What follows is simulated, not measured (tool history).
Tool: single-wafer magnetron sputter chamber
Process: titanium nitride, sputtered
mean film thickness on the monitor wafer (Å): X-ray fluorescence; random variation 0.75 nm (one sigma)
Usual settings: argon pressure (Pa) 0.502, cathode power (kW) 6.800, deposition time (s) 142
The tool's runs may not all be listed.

run,hour,argon pressure (Pa),cathode power (kW),deposition time (s),"read-back reference wafer on the same gauge, thickness_nm",mean film thickness on the monitor wafer (Å)
1,0.0,0.502,6.800,142,179.926,1557.73
2,82.4,0.502,6.800,142,179.963,1553.83
3,138.0,0.502,6.800,142,180.041,1540.94
4,184.0,0.502,6.800,142,179.999,1543.16
5,282.7,0.502,6.800,142,180.170,1542.73
6,351.1,0.502,6.800,142,180.081,1553.50
7,419.8,0.502,6.800,122,179.899,1334.19
8,474.3,0.502,6.800,122,180.214,1322.68
9,534.5,0.502,6.800,122,179.859,1338.83
10,598.5,0.502,6.800,142,180.214,1545.36
11,666.1,0.502,6.800,142,179.788,1554.85
12,758.4,0.366,6.800,142,180.236,1668.93
13,830.1,0.502,7.950,142,179.953,1742.47
14,894.9,0.564,5.500,124,180.085,1125.01
15,939.2,0.502,5.650,163,180.068,1561.35
16,1036.3,0.437,5.850,151,180.162,1523.97
17,1105.8,0.502,6.800,142,179.932,1553.63
18,1196.6,0.400,6.800,142,180.047,1633.20
19,1259.1,0.502,6.800,142,179.852,1548.03
20,1348.2,0.609,6.800,142,179.971,1474.54
21,1419.2,0.666,6.800,142,180.230,1424.37
22,1473.3,0.698,7.700,124,180.156,1346.59
23,1564.5,0.439,6.800,122,180.112,1364.47
24,1653.5,0.655,8.050,158,179.956,1828.77
25,1753.6,0.602,5.600,129,180.199,1170.98
26,1803.0,0.331,7.350,142,179.981,1779.42
27,1868.0,0.502,6.800,119,179.855,1288.26
28,1948.6,0.642,8.500,142,179.886,1701.76
29,2040.3,0.352,6.800,142,179.903,1659.00
30,2108.6,0.502,6.800,142,180.108,1532.48
31,2197.8,0.502,6.800,142,179.827,1545.75
32,2247.1,0.502,6.800,150,179.816,1635.20
33,2305.9,0.551,6.800,142,179.902,1520.11

Taken out of this log: 7 entries between the listed runs. Where each belongs, and how the hidden state differs across it:
Between runs 6 and 7: sputter target and shields replaced (hour 419.3)
  no hidden state differs between the two runs
Between runs 8 and 9: magnet pack replaced (hour 512.2)
  no hidden state differs between the two runs
Between runs 12 and 13: capacitance manometer re-zeroed and calibrated (hour 812.7)
  no hidden state differs between the two runs
Between runs 16 and 17: sputter target and shields replaced (hour 1075.9)
  no hidden state differs between the two runs
Between runs 18 and 19: gauge calibrated (hour 1235.2)
  no hidden state differs between the two runs
Between runs 24 and 25: sputter target and shields replaced (hour 1678.7)
  no hidden state differs between the two runs
Between runs 32 and 33: sputter target and shields replaced (hour 2270.7)
  no hidden state differs between the two runs
